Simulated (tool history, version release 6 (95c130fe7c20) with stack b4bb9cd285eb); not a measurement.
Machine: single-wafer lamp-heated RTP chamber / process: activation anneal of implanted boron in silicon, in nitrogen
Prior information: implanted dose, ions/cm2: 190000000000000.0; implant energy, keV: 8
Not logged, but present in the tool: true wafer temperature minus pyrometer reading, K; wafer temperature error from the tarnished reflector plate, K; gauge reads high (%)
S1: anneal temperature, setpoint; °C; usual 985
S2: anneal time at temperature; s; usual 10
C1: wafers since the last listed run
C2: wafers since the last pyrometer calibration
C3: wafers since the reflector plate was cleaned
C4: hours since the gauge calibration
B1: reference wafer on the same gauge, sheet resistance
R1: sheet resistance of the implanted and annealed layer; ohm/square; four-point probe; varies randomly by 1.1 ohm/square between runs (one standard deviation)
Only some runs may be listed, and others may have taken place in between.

| run | day | S1 | S2 | C1 | C2 | C3 | C4 | B1 | R1 |
|---|---|---|---|---|---|---|---|---|---|
| 1 | 0 | 985 | 10 | 0 | 305 | 6771 | 451.8 | 618.72 | 575.34 |
| 2 | 1.425 | 985 | 13 | 809 | 1114 | 7581 | 486 | 619.03 | 575.31 |
| 3 | 2 | 985 | 13 | 326 | 1441 | 7908 | 499.8 | 618.9 | 574.41 |
| 4 | 2.546 | 1001 | 13 | 310 | 1751 | 8218 | 512.9 | 619.06 | 569.57 |
| 5 | 3.725 | 985 | 12 | 670 | 2421 | 8888 | 541.2 | 618.64 | 574.71 |
| 6 | 4.446 | 985 | 12 | 409 | 2831 | 9297 | 558.5 | 618.86 | 574.63 |
|  | 4.629 | gauge calibrated |
| 7 | 5.433 | 985 | 12 | 561 | 3392 | 9858 | 19.3 | 618.9 | 574.18 |
| 8 | 6.433 | 985 | 15 | 568 | 3960 | 10427 | 43.3 | 619.21 | 572.76 |
| 9 | 6.954 | 985 | 15 | 295 | 4256 | 10723 | 55.8 | 618.85 | 573.05 |
| 10 | 9.188 | 966 | 10 | 1268 | 5525 | 11992 | 109.4 | 619.32 | 587.83 |
|  | 9.842 | reflector plate cleaned |
|  | 10.592 | pyrometer window cleaned and pyrometer calibrated |
| 11 | 10.612 | 985 | 10 | 430 | 12 | 247 | 143.6 | 619.33 | 579.94 |
| 12 | 12.808 | 985 | 10 | 1247 | 1260 | 1495 | 196.3 | 619.43 | 579.63 |
| 13 | 13.892 | 985 | 10 | 615 | 1875 | 2110 | 222.3 | 619.4 | 577.49 |
| 14 | 14.842 | 993 | 10 | 539 | 2415 | 2650 | 245.1 | 619.01 | 574.39 |
| 15 | 16.004 | 993 | 10 | 660 | 3075 | 3311 | 273 | 619.03 | 575.39 |
| 16 | 16.858 | 1008 | 10 | 485 | 3561 | 3796 | 293.5 | 619.1 | 569.71 |
| 17 | 17.367 | 1010 | 10 | 288 | 3850 | 4085 | 305.7 | 619.09 | 569.38 |
| 18 | 18 | 960 | 10 | 359 | 4209 | 4445 | 320.9 | 618.94 | 599.63 |
| 19 | 18.85 | 985 | 10 | 482 | 4692 | 4928 | 341.3 | 618.94 | 576.27 |
| 20 | 20.029 | 985 | 10 | 670 | 5362 | 5598 | 369.6 | 618.97 | 578.59 |
| 21 | 20.821 | 1001 | 10 | 449 | 5812 | 6047 | 388.6 | 619.31 | 572.43 |
| 22 | 21.862 | 985 | 16 | 591 | 6404 | 6639 | 413.6 | 619.16 | 574.57 |
|  | 22.233 | gauge calibrated |
|  | 22.983 | pyrometer window cleaned and pyrometer calibrated |
| 23 | 23.762 | 1014 | 12 | 890 | 443 | 7529 | 36.7 | 618.92 | 570.08 |
| 24 | 24.4 | 1010 | 8 | 362 | 805 | 7892 | 52 | 618.79 | 569.37 |
| 25 | 25.033 | 985 | 15 | 359 | 1165 | 8251 | 67.2 | 619.4 | 573.83 |
| 26 | 25.958 | 985 | 6 | 525 | 1690 | 8777 | 89.4 | 619.4 | 579.5 |
| 27 | 26.862 | 985 | 10 | 513 | 2204 | 9291 | 111.1 | 618.94 | 577.02 |
| 28 | 27.846 | 971 | 13 | 558 | 2763 | 9850 | 134.7 | 618.69 | 582.59 |
| 29 | 29.038 | 985 | 14 | 677 | 3440 | 10527 | 163.3 | 618.68 | 573.49 |
| 30 | 29.621 | 985 | 10 | 331 | 3771 | 10858 | 177.3 | 618.66 | 576.64 |
| 31 | 30.383 | 1001 | 13 | 433 | 4205 | 11291 | 195.6 | 619.01 | 570.73 |
| 32 | 31.012 | 966 | 15 | 357 | 4562 | 11649 | 210.7 | 619.07 | 584.07 |
|  | 32.004 | reflector plate cleaned |
| 33 | 32.025 | 985 | 10 | 385 | 4948 | 12 | 235 | 619.23 | 580.83 |

Describe how what the log doesn't record of the tool's condition differs between the last listed run preceding each entry between runs and the first listed run following it.
Between runs 6 and 7: gauge calibrated (day 4.629)
  wafer temperature error from the tarnished reflector plate, K: 8.72 -> 8.81
  measured less the result without the state, R1: -3.97 -> -4.01 ohm/square
Between runs 10 and 11: reflector plate cleaned (day 9.842); pyrometer window cleaned and pyrometer calibrated (day 10.592)
  wafer temperature error from the tarnished reflector plate, K: 9.05 -> 1.53
  measured less the result without the state, R1: -11.57 -> -0.84 ohm/square
Between runs 22 and 23: gauge calibrated (day 22.233); pyrometer window cleaned and pyrometer calibrated (day 22.983)
  wafer temperature error from the tarnished reflector plate, K: 7.69 -> 8.02
  measured less the result without the state, R1: -3.26 -> -1.26 ohm/square
Between runs 32 and 33: reflector plate cleaned (day 32.004)
  wafer temperature error from the tarnished reflector plate, K: 8.68 -> 2.34
  measured less the result without the state, R1: -10.26 -> -1.27 ohm/square
